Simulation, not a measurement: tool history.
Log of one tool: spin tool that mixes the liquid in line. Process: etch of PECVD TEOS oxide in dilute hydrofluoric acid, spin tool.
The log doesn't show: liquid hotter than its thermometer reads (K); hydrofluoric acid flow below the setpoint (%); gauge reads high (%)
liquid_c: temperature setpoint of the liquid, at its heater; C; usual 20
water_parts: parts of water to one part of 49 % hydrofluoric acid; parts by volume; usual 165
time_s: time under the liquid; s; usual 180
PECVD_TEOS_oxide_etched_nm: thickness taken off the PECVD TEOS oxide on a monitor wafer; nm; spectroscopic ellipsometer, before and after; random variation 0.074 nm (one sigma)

run,hour,liquid_c,water_parts,time_s,wafers since the last listed run,hours since the thermometer was replaced,hours since the hydrofluoric acid flow meter was replaced,hours since the gauge calibration,"read-back film thickness of the PECVD TEOS oxide reference wafer, read on the same gauge (nm)",PECVD_TEOS_oxide_etched_nm
1,0,20,165,180,0,1703.4,523.7,175.5,69.99,9.18
2,12.7,20,165,180,62,1716.1,536.4,188.2,70.02,9.16
3,21.5,20,165,180,43,1724.9,545.2,197,69.98,9.19
4,34.6,20,165,180,64,1738,558.3,210.1,70.02,9.24
5,44.9,20,165,180,51,1748.3,568.6,220.4,69.97,9.22
6,51.7,20,165,180,33,1755.1,575.4,227.2,70,9.12
7,58.5,20,165,180,33,1761.9,582.2,234,69.97,9.15
8,75.1,20,165,180,82,1778.5,598.8,250.6,69.95,8.99
9,88.5,20,165,180,66,1791.9,612.2,264,69.98,9.17
# hour 105.9: thermometer replaced
# hour 106.7: hydrofluoric acid flow meter replaced
10,138.8,20,165,180,240,32.9,32.1,314.3,69.99,9.63
11,156.2,21,165,180,86,50.3,49.5,331.7,70,10.08
12,163.2,20,210,240,34,57.3,56.5,338.7,69.98,9.67
13,170,20,165,180,33,64.1,63.3,345.5,69.98,9.62
14,184,20,165,180,69,78.1,77.3,359.5,70,9.6
15,199,17,165,180,74,93.1,92.3,374.5,70,8.48
16,208.9,20,165,150,49,103,102.2,384.4,70,7.91
17,221.5,22.5,190,140,62,115.6,114.8,397,69.98,6.94
# hour 232.6: gauge calibrated
18,238.9,20,165,105,86,133,132.2,6.3,70,5.51
19,256.1,20,165,180,85,150.2,149.4,23.5,70.03,9.56
20,273.5,20,165,105,86,167.6,166.8,40.9,69.99,5.51
21,289.8,24.5,165,180,80,183.9,183.1,57.2,69.95,11.18
22,295.8,20,165,180,29,189.9,189.1,63.2,70.03,9.53
23,329.6,20,165,145,167,223.7,222.9,97,69.96,7.62

Hidden state at the last listed run before each entry between runs and at the first one after, where it differs:
Between runs 9 and 10: thermometer replaced (hour 105.9); hydrofluoric acid flow meter replaced (hour 106.7)
  hydrofluoric acid flow below the setpoint (%): 6.77 -> 1.72
  measured less the result without the state, PECVD_TEOS_oxide_etched_nm: -0.78 -> -0.2 nm
Between runs 17 and 18: gauge calibrated (hour 232.6)
  hydrofluoric acid flow below the setpoint (%): 2.61 -> 2.8
  measured less the result without the state, PECVD_TEOS_oxide_etched_nm: -0.23 -> -0.18 nm

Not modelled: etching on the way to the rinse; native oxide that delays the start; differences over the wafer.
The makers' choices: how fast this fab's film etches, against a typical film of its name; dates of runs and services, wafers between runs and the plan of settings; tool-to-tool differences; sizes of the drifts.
